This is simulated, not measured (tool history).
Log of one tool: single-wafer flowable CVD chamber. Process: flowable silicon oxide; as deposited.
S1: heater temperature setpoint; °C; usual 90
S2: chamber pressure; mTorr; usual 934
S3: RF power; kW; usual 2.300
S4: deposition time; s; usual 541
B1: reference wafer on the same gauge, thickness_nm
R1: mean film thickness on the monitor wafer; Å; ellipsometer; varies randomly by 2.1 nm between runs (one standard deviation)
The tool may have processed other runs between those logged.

run,hour,S1,S2,S3,S4,B1,R1
1,0.0,90,934,2.300,541,439.996,5225.44
2,33.4,90,934,2.300,541,440.503,5190.36
# hour 59.5: gauge calibrated
3,63.5,94,934,2.300,541,439.868,4533.77
4,92.2,99,934,2.300,541,440.354,3809.24
5,119.2,90,934,2.300,541,440.125,5190.00
6,137.1,90,1014,2.300,541,440.018,5635.82
7,159.3,90,934,2.300,541,439.708,5200.92
# hour 186.9: RF generator calibrated
8,190.6,90,934,2.300,541,439.981,5220.10
9,262.4,77,1148,2.480,625,440.302,11078.02
10,282.5,101,709,2.560,453,439.790,2295.47
# hour 303.5: showerhead replaced
11,304.0,90,934,2.300,568,439.615,5390.44
12,320.1,99,1030,2.565,602,440.033,4734.83
13,340.8,90,934,2.300,541,440.417,5168.30
14,363.9,90,934,2.300,475,440.036,4517.98
15,399.4,90,1071,1.875,541,439.570,5689.77
# hour 410.8: thermocouple changed; heater temperature recalibrated
16,417.5,85,934,2.060,541,439.893,5928.73
17,432.1,90,934,2.300,541,440.243,5124.41
18,465.8,90,934,2.300,541,440.152,5143.03
19,494.4,90,934,1.900,506,440.576,4626.68
20,524.3,90,934,2.300,602,440.026,5693.71
21,551.3,101,934,2.470,648,439.911,4248.37
22,572.7,90,934,2.155,541,439.887,5076.76
23,601.0,90,934,2.300,450,439.744,4286.01
24,621.9,90,1052,2.005,541,439.733,5645.13
25,656.8,90,934,1.980,541,439.918,4982.53
26,681.9,90,934,2.300,541,439.921,5121.50
27,703.9,90,934,2.300,541,440.111,5114.48

What the log doesn't show, run by run:
wafer temperature above the value expected at the setpoint (K): 0, the same for each run
delivered RF power above the setpoint (%): 0, the same for each run
gauge reads high (%): 0, the same for each run
H1: true pressure above the setpoint (%)
run,H1
1,-0.867
2,-0.931
3,-0.989
4,-1.04
5,-1.1
6,-1.13
7,-1.17
8,-1.23
9,-1.37
10,-1.41
11,-1.45
12,-1.48
13,-1.52
14,-1.57
15,-1.63
16,-1.67
17,-1.7
18,-1.76
19,-1.82
20,-1.87
21,-1.92
22,-1.97
23,-2.02
24,-2.06
25,-2.13
26,-2.18
27,-2.22

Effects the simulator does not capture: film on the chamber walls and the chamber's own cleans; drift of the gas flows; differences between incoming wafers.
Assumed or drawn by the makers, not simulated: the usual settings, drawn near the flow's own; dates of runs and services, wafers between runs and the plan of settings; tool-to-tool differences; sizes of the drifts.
